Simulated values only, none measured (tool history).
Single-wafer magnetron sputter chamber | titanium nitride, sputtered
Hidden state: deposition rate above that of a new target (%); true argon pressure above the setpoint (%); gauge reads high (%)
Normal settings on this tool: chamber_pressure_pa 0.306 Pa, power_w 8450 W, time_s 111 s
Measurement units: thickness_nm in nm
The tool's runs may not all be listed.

run	day	chamber_pressure_pa	power_w	time_s	wafers since the last listed run	wafers on the sputter target	hours since the last manometer calibration	hours since the magnet pack was replaced	hours since the gauge calibration	read-back reference wafer on the same gauge, thickness_nm	thickness_nm
1	0	0.306	8450	111	0	1945	2172	6334	242.4	209.1	183.436
2	1.133	0.306	8450	111	249	2195	2199.2	6361.2	269.6	208.827	182.92
# day 1.479: gauge calibrated
3	2.392	0.306	8450	111	277	2473	2229.4	6391.4	21.9	209.04	181.315
4	2.933	0.306	7700	117	119	2592	2242.4	6404.4	34.9	208.859	175.028
5	3.946	0.306	8450	119	223	2815	2266.7	6428.7	59.2	209.031	193.803
6	5.367	0.306	8450	119	313	3129	2300.8	6462.8	93.3	209.132	193.912
7	6.346	0.306	8450	119	215	3344	2324.3	6486.3	116.8	208.931	193.22
8	7.796	0.306	7400	111	319	3664	2359.1	6521.1	151.6	209.013	156.108
9	8.95	0.306	7400	111	254	3919	2386.8	6548.8	179.3	209.108	156.191
# day 9.833: magnet pack replaced
10	9.879	0.306	8450	96	131	4050	2409.1	1.1	201.6	209.022	154.1
11	10.875	0.306	9800	111	219	4270	2433	25	225.5	209.083	206.491
12	12.208	0.231	7550	105	294	4564	2465	57	257.5	208.987	153.122
# day 12.492: gauge calibrated
13	12.921	0.306	8450	111	157	4721	2482.1	74.1	10.3	208.914	176.378
14	13.533	0.306	8450	125	135	4856	2496.8	88.8	25	209.208	198.246
# day 14.442: capacitance manometer re-zeroed and calibrated
15	14.979	0.306	7550	102	245	5101	12.9	123.5	59.7	208.968	144.093
16	16.121	0.306	8450	111	251	5353	40.3	150.9	87.1	209.15	173.182
# day 16.546: sputter target and shields replaced
17	16.712	0.231	9500	101	56	37	54.5	165.1	101.3	209.267	193.906
18	18.183	0.206	10050	102	324	361	89.8	200.4	136.6	209.092	210.611
19	19.638	0.306	8450	111	320	682	124.7	235.3	171.5	208.678	184.701
20	20.446	0.22	9400	130	178	860	144.1	254.7	190.9	209.222	247.26
21	21.467	0.269	7850	132	225	1085	168.6	279.2	215.4	208.909	206.031
22	22.133	0.306	10250	131	147	1232	184.6	295.2	231.4	209.42	263.649

Alternative continuations, all from the tool just after run 22; predict every row:
A	22.15	0.306	8450	111	3	1236	185	295.6	231.8	?	?
B	22.15	0.227	9400	126	3	1236	185	295.6	231.8	?	?
C	22.15	0.251	7650	102	3	1236	185	295.6	231.8	?	?
D	22.15	0.425	7000	99	3	1236	185	295.6	231.8	?	?

run	read-back reference wafer on the same gauge, thickness_nm	thickness_nm
A	208.866	184.305
B	208.866	239.674
C	208.866	156.492
D	208.866	130.35
What these runs would have given with no unlogged condition in the tool:
run	thickness_nm
A	186.034
B	241.923
C	157.96
D	131.573

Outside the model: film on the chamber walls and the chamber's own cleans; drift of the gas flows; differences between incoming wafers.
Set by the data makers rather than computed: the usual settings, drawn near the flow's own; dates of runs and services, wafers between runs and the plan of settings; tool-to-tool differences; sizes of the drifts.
